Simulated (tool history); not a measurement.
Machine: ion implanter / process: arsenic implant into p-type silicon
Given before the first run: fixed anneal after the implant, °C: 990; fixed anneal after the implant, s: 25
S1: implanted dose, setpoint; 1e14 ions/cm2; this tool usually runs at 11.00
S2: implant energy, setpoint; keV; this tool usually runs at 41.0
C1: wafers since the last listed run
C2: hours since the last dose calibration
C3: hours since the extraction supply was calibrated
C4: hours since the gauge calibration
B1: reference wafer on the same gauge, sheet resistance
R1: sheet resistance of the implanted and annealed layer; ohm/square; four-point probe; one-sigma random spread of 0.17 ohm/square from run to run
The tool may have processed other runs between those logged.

run    day     S1    S2   C1      C2      C3     C4      B1      R1
  1  0.000  11.00  36.5    0  1094.2  6598.2   69.8  112.03  117.07
  2  0.512  11.00  41.0  215  1106.5  6610.5   82.1  112.00  114.00
  3  1.238  11.00  41.0  304  1123.9  6627.9   99.5  112.00  114.06
  4  1.833  11.00  41.0  250  1138.2  6642.2  113.8  112.03  113.83
  5  2.154  11.00  41.0  134  1145.9  6649.9  121.5  111.98  114.35
  6  2.838  12.44  41.0  286  1162.3  6666.3  137.9  111.98  106.10
  7  3.354  12.44  41.0  216  1174.7  6678.7  150.3  111.98  106.01
  8  3.854  13.40  41.0  209  1186.7  6690.7  162.3  111.98  101.68
     4.221  -- extraction supply calibrated
  9  4.292  13.40  41.0   43  1197.2     1.7  172.8  111.98  101.95
 10  5.008  11.00  41.0  300  1214.4    18.9  190.0  111.99  114.35
 11  5.404  11.00  41.0  166  1223.9    28.4  199.5  111.99  114.49
 12  5.671  11.00  41.0  111  1230.3    34.8  205.9  112.01  114.25
     5.804  -- gauge calibrated
 13  5.929  11.00  50.5  108  1236.5    41.0    3.0  112.01  110.17
     7.596  -- Faraday cup replaced and dose calibrated
 14  7.617  12.57  54.0  568     0.5    81.5   43.5  111.99   96.97
 15  8.142  11.00  47.0  220    13.1    94.1   56.1  112.01  108.16
 16  8.675   8.22  35.5  223    25.9   106.9   68.9  111.98  139.24
 17  9.092  11.00  27.0  174    35.9   116.9   78.9  112.02  124.57
 18  9.538  14.10  47.5  187    46.6   127.6   89.6  112.00   93.69

Hidden state, per run?
deviation of the true energy from its setpoint, %: 0 across all the runs
gauge reads high (%): 0 across all the runs
H1: deviation of the true dose from the Faraday cup's reading, %
run      H1
  1    -4.9
  2   -4.95
  3   -5.03
  4   -5.09
  5   -5.12
  6    -5.2
  7   -5.25
  8    -5.3
  9   -5.35
 10   -5.43
 11   -5.47
 12    -5.5
 13   -5.52
 14  -0.856
 15  -0.912
 16  -0.968
 17   -1.01
 18   -1.06

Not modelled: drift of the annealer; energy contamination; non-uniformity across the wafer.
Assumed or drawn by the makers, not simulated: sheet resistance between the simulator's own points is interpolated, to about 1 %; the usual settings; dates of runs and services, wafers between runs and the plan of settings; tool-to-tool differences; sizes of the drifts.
